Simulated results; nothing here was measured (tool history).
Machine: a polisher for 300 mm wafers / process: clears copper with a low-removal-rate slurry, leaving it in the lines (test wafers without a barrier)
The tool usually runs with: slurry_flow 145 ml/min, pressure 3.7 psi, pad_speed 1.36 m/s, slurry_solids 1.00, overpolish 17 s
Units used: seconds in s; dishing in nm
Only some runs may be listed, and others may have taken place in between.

run	day	slurry_flow	pressure	pad_speed	slurry_solids	overpolish	incoming thickness of the incoming film, nm	seconds	dishing
1	0.000	145	3.7	1.36	1.00	17	479.8	82.7	54.9
2	0.771	145	3.7	1.36	1.00	17	470.6	76.6	55.4
3	2.021	145	3.7	1.36	1.00	17	470.6	78.3	56.3
4	3.042	145	3.7	1.36	1.00	17	470.5	78.9	54.0
5	3.854	145	3.7	1.36	1.00	17	474.9	79.6	56.6
6	4.604	145	3.7	1.36	1.00	17	475.9	83.0	56.0
7	5.329	145	3.7	1.36	1.00	17	465.1	78.4	55.0
8	6.579	145	3.7	1.36	1.00	17	474.7	83.1	53.3
# day 6.662: slurry nozzle cleaned
# day 7.521: worn pad replaced by a new one, repeated, since the last time left the tool worse
9	7.538	145	3.7	1.36	1.00	17	478.3	71.7	59.4
10	8.488	145	3.7	1.36	1.00	17	467.9	70.3	63.0
11	9.246	145	3.7	1.36	1.00	17	475.6	72.5	60.5
12	10.721	145	3.7	1.36	1.00	17	472.8	71.2	61.3
13	12.033	145	3.7	1.36	1.00	17	470.4	73.7	60.6
14	12.717	145	3.7	1.04	1.00	17	476.0	98.8	50.4
15	13.404	145	4.4	1.64	1.00	17	471.6	52.4	77.5
# day 13.571: worn pad replaced by a new one
16	14.079	170	4.3	1.78	1.00	26	474.6	46.3	108.7
# day 15.054: slurry blender recalibrated
17	15.250	105	4.8	1.04	1.00	11	475.1	79.3	38.8
18	16.650	145	4.9	1.02	1.15	17	471.4	72.9	58.3
19	17.346	145	3.7	1.36	1.00	17	481.0	72.3	62.3
# day 17.567: head pressure recalibrated
20	18.142	130	3.7	1.36	0.75	17	471.9	76.9	60.6
21	19.100	145	3.0	1.36	1.00	17	479.6	88.6	48.9
# day 19.975: worn pad replaced by a new one
# day 20.025: slurry nozzle cleaned
22	20.538	145	3.3	1.36	1.20	17	472.2	75.4	58.2
23	21.567	145	3.7	1.36	1.20	17	480.8	71.8	62.8
24	22.721	175	3.3	1.02	0.90	17	478.6	105.9	45.8
25	24.121	145	3.7	1.04	1.00	17	474.1	97.0	49.7
26	25.208	145	3.7	0.94	1.00	24	482.2	105.8	59.3
# day 26.250: worn pad replaced by a new one
27	26.271	145	3.7	1.36	1.00	17	476.8	71.3	61.2

What does the tool deliver on the next run?
28	27.462	145	3.7	1.36	0.85	9	474.6	?	?

seconds: 71.9 s
dishing: 35.9 nm
Had the tool carried no hidden state, the very same run would have given seconds 71.8 s, dishing 36.0 nm.
